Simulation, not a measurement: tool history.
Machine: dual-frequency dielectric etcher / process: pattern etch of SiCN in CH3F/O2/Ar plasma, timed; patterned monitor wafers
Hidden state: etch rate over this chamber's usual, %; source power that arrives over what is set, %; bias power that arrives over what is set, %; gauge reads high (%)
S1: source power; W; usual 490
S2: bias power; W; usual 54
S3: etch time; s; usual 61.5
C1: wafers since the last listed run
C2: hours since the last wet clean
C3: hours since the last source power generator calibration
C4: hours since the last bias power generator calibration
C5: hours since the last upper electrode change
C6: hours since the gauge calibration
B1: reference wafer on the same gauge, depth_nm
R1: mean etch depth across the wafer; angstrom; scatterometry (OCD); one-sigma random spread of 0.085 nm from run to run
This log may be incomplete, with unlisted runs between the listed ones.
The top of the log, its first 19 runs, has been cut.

run,hour,S1,S2,S3,C1,C2,C3,C4,C5,C6,B1,R1
20,1261.2,490,54,48.5,582,256.8,309.9,225.2,373.1,368.0,20.00,167.7
21,1324.6,490,54,61.5,477,320.2,373.3,288.6,436.5,431.4,19.99,210.9
22,1366.7,530,54,50.0,317,362.3,415.4,330.7,478.6,473.5,20.00,176.1
23,1403.0,410,44,54.0,273,398.6,451.7,367.0,514.9,509.8,20.01,152.5
24,1494.4,490,54,61.5,688,490.0,543.1,458.4,606.3,601.2,20.00,207.4
25,1551.1,580,67,80.0,426,546.7,599.8,515.1,663.0,657.9,19.99,319.6
# hour 1603.4: wet clean of the chamber
26,1603.9,600,54,61.5,216,0.5,652.6,567.9,715.8,710.7,20.00,240.1
27,1676.6,490,54,61.5,547,73.2,725.3,640.6,788.5,783.4,20.00,217.3
28,1734.3,490,54,61.5,434,130.9,783.0,698.3,846.2,841.1,19.96,217.1
29,1833.3,430,44,69.5,745,229.9,882.0,797.3,945.2,940.1,20.00,207.8
30,1920.1,570,46,44.5,653,316.7,968.8,884.1,1032.0,1026.9,20.03,153.0
31,1979.0,490,54,61.5,443,375.6,1027.7,943.0,1090.9,1085.8,20.04,213.1

Alternative continuations, all from the tool just after run 31; predict every row:
A,1979.4,490,54,61.5,3,376.0,1028.1,943.4,1091.3,1086.2,?,?
B,1979.4,570,54,49.5,3,376.0,1028.1,943.4,1091.3,1086.2,?,?
C,1979.4,410,54,71.5,3,376.0,1028.1,943.4,1091.3,1086.2,?,?

run,B1,R1
A,19.97,211.9
B,19.97,182.1
C,19.97,227.7
Stripped of hidden state, with their random variation kept, the same runs would have yielded:
run,R1
A,218.7
B,188.0
C,235.0
